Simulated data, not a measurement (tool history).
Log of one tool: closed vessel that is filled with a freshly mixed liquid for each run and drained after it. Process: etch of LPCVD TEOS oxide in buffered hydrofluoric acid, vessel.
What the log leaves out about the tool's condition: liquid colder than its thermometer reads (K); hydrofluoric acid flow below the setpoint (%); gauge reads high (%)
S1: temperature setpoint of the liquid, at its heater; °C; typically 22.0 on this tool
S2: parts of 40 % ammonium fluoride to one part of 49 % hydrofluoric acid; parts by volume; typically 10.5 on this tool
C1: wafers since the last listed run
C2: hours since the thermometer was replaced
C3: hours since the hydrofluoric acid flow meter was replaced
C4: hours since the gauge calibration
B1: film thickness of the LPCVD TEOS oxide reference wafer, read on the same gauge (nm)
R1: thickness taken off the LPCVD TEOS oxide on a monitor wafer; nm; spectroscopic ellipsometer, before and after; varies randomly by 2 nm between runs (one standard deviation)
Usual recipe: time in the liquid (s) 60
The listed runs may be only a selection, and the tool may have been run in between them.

Run 1, hour 0.0: usual settings; C1 0; C2 836.9; C3 1911.0; C4 79.7; B1 60.02. Result: R1 259.65 nm.
Run 2, hour 71.9: usual settings; C1 7370; C2 908.8; C3 1982.9; C4 151.6; B1 60.01. Result: R1 256.90 nm.
At hour 149.1: thermometer replaced.
Run 3, hour 208.0: usual settings but S1 18.5 °C, S2 13.0 parts by volume; C1 13849; C2 58.9; C3 2119.0; C4 287.7; B1 60.02. Result: R1 174.94 nm.
Run 4, hour 273.9: usual settings; C1 6755; C2 124.8; C3 2184.9; C4 353.6; B1 59.99. Result: R1 260.25 nm.
Run 5, hour 322.7: usual settings; C1 5002; C2 173.6; C3 2233.7; C4 402.4; B1 60.00. Result: R1 260.26 nm.
Run 6, hour 346.7: usual settings; C1 2460; C2 197.6; C3 2257.7; C4 426.4; B1 60.00. Result: R1 261.11 nm.
Run 7, hour 394.0: usual settings; C1 4848; C2 244.9; C3 2305.0; C4 473.7; B1 60.03. Result: R1 261.09 nm.
Run 8, hour 451.5: usual settings; C1 5894; C2 302.4; C3 2362.5; C4 531.2; B1 59.99. Result: R1 259.57 nm.
Run 9, hour 499.4: usual settings; C1 4910; C2 350.3; C3 2410.4; C4 579.1; B1 60.00. Result: R1 264.63 nm.
Run 10, hour 534.9: usual settings; C1 3639; C2 385.8; C3 2445.9; C4 614.6; B1 60.01. Result: R1 263.62 nm.
Run 11, hour 573.0: usual settings; C1 3905; C2 423.9; C3 2484.0; C4 652.7; B1 60.00. Result: R1 261.70 nm.
Run 12, hour 643.1: usual settings; C1 7186; C2 494.0; C3 2554.1; C4 722.8; B1 60.00. Result: R1 262.42 nm.
At hour 658.4: hydrofluoric acid flow meter replaced.
Run 13, hour 684.5: usual settings but S1 23.5 °C, S2 9.5 parts by volume; C1 4141; C2 535.4; C3 26.1; C4 764.2; B1 60.00. Result: R1 304.29 nm.
Run 14, hour 724.3: usual settings but S1 25.0 °C, time in the liquid (s) 50; C1 4080; C2 575.2; C3 65.9; C4 804.0; B1 60.01. Result: R1 254.97 nm.
Run 15, hour 783.7: usual settings; C1 6089; C2 634.6; C3 125.3; C4 863.4; B1 60.00. Result: R1 261.36 nm.
Run 16, hour 821.6: usual settings but S1 23.5 °C, S2 7.0 parts by volume; C1 3885; C2 672.5; C3 163.2; C4 901.3; B1 60.01. Result: R1 416.59 nm.
At hour 846.9: gauge calibrated.
Run 17, hour 849.3: usual settings but S2 13.0 parts by volume; C1 2839; C2 700.2; C3 190.9; C4 2.4; B1 59.99. Result: R1 209.31 nm.
Run 18, hour 890.2: usual settings but S1 24.5 °C; C1 4192; C2 741.1; C3 231.8; C4 43.3; B1 60.03. Result: R1 298.71 nm.
At hour 927.7: thermometer replaced.
Run 19, hour 956.4: usual settings but S1 18.5 °C, S2 14.5 parts by volume, time in the liquid (s) 85; C1 6683; C2 28.7; C3 298.0; C4 109.5; B1 59.99. Result: R1 218.16 nm.
Run 20, hour 997.5: usual settings but S1 17.5 °C, time in the liquid (s) 45; C1 4213; C2 69.8; C3 339.1; C4 150.6; B1 60.00. Result: R1 153.07 nm.
Run 21, hour 1051.2: usual settings but S1 19.5 °C, S2 8.0 parts by volume; C1 5504; C2 123.5; C3 392.8; C4 204.3; B1 60.04. Result: R1 290.60 nm.
Run 22, hour 1103.7: usual settings but S1 19.0 °C, S2 13.0 parts by volume, time in the liquid (s) 30; C1 5381; C2 176.0; C3 445.3; C4 256.8; B1 60.00. Result: R1 90.09 nm.
Run 23, hour 1150.0: usual settings but S1 19.0 °C, S2 9.0 parts by volume; C1 4746; C2 222.3; C3 491.6; C4 303.1; B1 60.02. Result: R1 249.67 nm.
Run 24, hour 1219.5: usual settings but S1 18.0 °C, time in the liquid (s) 90; C1 7124; C2 291.8; C3 561.1; C4 372.6; B1 60.01. Result: R1 313.94 nm.
Run 25, hour 1276.6: usual settings but S2 12.0 parts by volume; C1 5853; C2 348.9; C3 618.2; C4 429.7; B1 60.00. Result: R1 227.13 nm.
Run 26, hour 1300.8: usual settings; C1 2480; C2 373.1; C3 642.4; C4 453.9; B1 60.01. Result: R1 256.24 nm.

Alternative continuations, all from the tool just after run 26; predict every row:
Run A, hour 1301.5: usual settings; C1 71; C2 373.8; C3 643.1; C4 454.6; B1 ?. Result: R1 ?.
Run B, hour 1301.5: usual settings but S1 20.5 °C, S2 14.5 parts by volume, time in the liquid (s) 35; C1 71; C2 373.8; C3 643.1; C4 454.6; B1 ?. Result: R1 ?.
Run C, hour 1301.5: usual settings but S1 20.0 °C, S2 7.5 parts by volume, time in the liquid (s) 75; C1 71; C2 373.8; C3 643.1; C4 454.6; B1 ?. Result: R1 ?.
Run D, hour 1301.5: usual settings but S1 24.0 °C, S2 9.0 parts by volume, time in the liquid (s) 30; C1 71; C2 373.8; C3 643.1; C4 454.6; B1 ?. Result: R1 ?.

run     B1      R1
  A  60.01  261.59
  B  60.01  102.37
  C  60.01  399.50
  D  60.01  163.55
What these runs would have given with no unlogged condition in the tool:
run      R1
  A  261.59
  B  102.37
  C  399.50
  D  163.55

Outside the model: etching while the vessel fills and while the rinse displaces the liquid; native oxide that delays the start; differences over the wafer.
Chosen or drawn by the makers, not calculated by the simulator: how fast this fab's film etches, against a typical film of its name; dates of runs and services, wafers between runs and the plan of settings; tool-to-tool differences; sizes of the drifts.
